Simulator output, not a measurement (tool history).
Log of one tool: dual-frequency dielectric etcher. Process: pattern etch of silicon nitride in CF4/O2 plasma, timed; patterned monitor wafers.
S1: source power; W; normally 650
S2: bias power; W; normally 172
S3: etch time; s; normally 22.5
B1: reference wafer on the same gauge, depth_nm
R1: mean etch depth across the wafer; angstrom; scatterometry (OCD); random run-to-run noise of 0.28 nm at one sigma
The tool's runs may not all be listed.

{"run": 1, "day": 0.0, "S1": 650, "S2": 172, "S3": 22.5, "B1": 47.7, "R1": 576}
{"run": 2, "day": 4.275, "S1": 650, "S2": 172, "S3": 22.5, "B1": 47.8, "R1": 576}
{"run": 3, "day": 7.221, "S1": 650, "S2": 172, "S3": 22.5, "B1": 47.9, "R1": 574}
{"day": 9.379, "done": "wet clean of the chamber"}
{"run": 4, "day": 9.625, "S1": 650, "S2": 172, "S3": 22.5, "B1": 47.8, "R1": 576}
{"run": 5, "day": 11.375, "S1": 650, "S2": 172, "S3": 22.5, "B1": 47.8, "R1": 579}
{"run": 6, "day": 15.771, "S1": 650, "S2": 172, "S3": 22.5, "B1": 47.7, "R1": 575}
{"day": 29.425, "done": "wet clean of the chamber"}
{"run": 7, "day": 29.446, "S1": 650, "S2": 172, "S3": 22.5, "B1": 47.7, "R1": 575}
{"day": 31.996, "done": "source power generator calibrated"}
{"run": 8, "day": 33.321, "S1": 650, "S2": 146, "S3": 22.5, "B1": 47.8, "R1": 541}
{"run": 9, "day": 37.621, "S1": 650, "S2": 146, "S3": 22.5, "B1": 47.9, "R1": 541}
{"run": 10, "day": 39.35, "S1": 650, "S2": 172, "S3": 22.5, "B1": 47.7, "R1": 574}
{"day": 43.229, "done": "gauge calibrated"}
{"run": 11, "day": 43.771, "S1": 650, "S2": 172, "S3": 22.5, "B1": 47.8, "R1": 575}
{"run": 12, "day": 46.517, "S1": 650, "S2": 172, "S3": 22.5, "B1": 47.7, "R1": 579}
{"day": 48.988, "done": "wet clean of the chamber"}
{"run": 13, "day": 49.233, "S1": 650, "S2": 172, "S3": 26, "B1": 47.8, "R1": 665}
{"day": 51.758, "done": "upper electrode replaced"}
{"run": 14, "day": 52.617, "S1": 590, "S2": 140, "S3": 16.5, "B1": 47.9, "R1": 359}
{"day": 53.075, "done": "bias power generator calibrated"}
{"run": 15, "day": 55.983, "S1": 650, "S2": 172, "S3": 22.5, "B1": 47.8, "R1": 580}
{"run": 16, "day": 59.579, "S1": 600, "S2": 172, "S3": 16, "B1": 47.9, "R1": 383}
{"day": 68.154, "done": "wet clean of the chamber"}
{"run": 17, "day": 68.675, "S1": 720, "S2": 172, "S3": 27, "B1": 47.8, "R1": 758}
{"run": 18, "day": 70.783, "S1": 650, "S2": 172, "S3": 22.5, "B1": 47.8, "R1": 578}
{"run": 19, "day": 74.946, "S1": 510, "S2": 152, "S3": 25.5, "B1": 47.7, "R1": 503}
{"run": 20, "day": 78.679, "S1": 720, "S2": 172, "S3": 27.5, "B1": 47.8, "R1": 770}
{"run": 21, "day": 80.525, "S1": 650, "S2": 172, "S3": 22.5, "B1": 47.8, "R1": 578}
{"run": 22, "day": 84.575, "S1": 650, "S2": 195, "S3": 22.5, "B1": 47.9, "R1": 604}
{"run": 23, "day": 87.692, "S1": 650, "S2": 172, "S3": 22.5, "B1": 47.8, "R1": 577}
{"day": 90.433, "done": "wet clean of the chamber"}
{"run": 24, "day": 90.454, "S1": 530, "S2": 172, "S3": 22.5, "B1": 47.8, "R1": 478}

5 ways to go on from here, each from the tool as it stands after run 24. What would each give?
{"run": "A", "day": 90.471, "S1": 520, "S2": 172, "S3": 22.5, "B1": "?", "R1": "?"}
{"run": "B", "day": 90.471, "S1": 650, "S2": 196, "S3": 22.5, "B1": "?", "R1": "?"}
{"run": "C", "day": 90.471, "S1": 650, "S2": 151, "S3": 22.5, "B1": "?", "R1": "?"}
{"run": "D", "day": 90.471, "S1": 570, "S2": 159, "S3": 19, "B1": "?", "R1": "?"}
{"run": "E", "day": 90.471, "S1": 650, "S2": 132, "S3": 26, "B1": "?", "R1": "?"}

run=A B1=47.7 R1=474
run=B B1=47.7 R1=605
run=C B1=47.7 R1=547
run=D B1=47.7 R1=420
run=E B1=47.7 R1=600
The same runs, with their run-to-run variation unchanged, on a tool lacking any hidden condition would have given:
run=A R1=474
run=B R1=605
run=C R1=547
run=D R1=420
run=E R1=600

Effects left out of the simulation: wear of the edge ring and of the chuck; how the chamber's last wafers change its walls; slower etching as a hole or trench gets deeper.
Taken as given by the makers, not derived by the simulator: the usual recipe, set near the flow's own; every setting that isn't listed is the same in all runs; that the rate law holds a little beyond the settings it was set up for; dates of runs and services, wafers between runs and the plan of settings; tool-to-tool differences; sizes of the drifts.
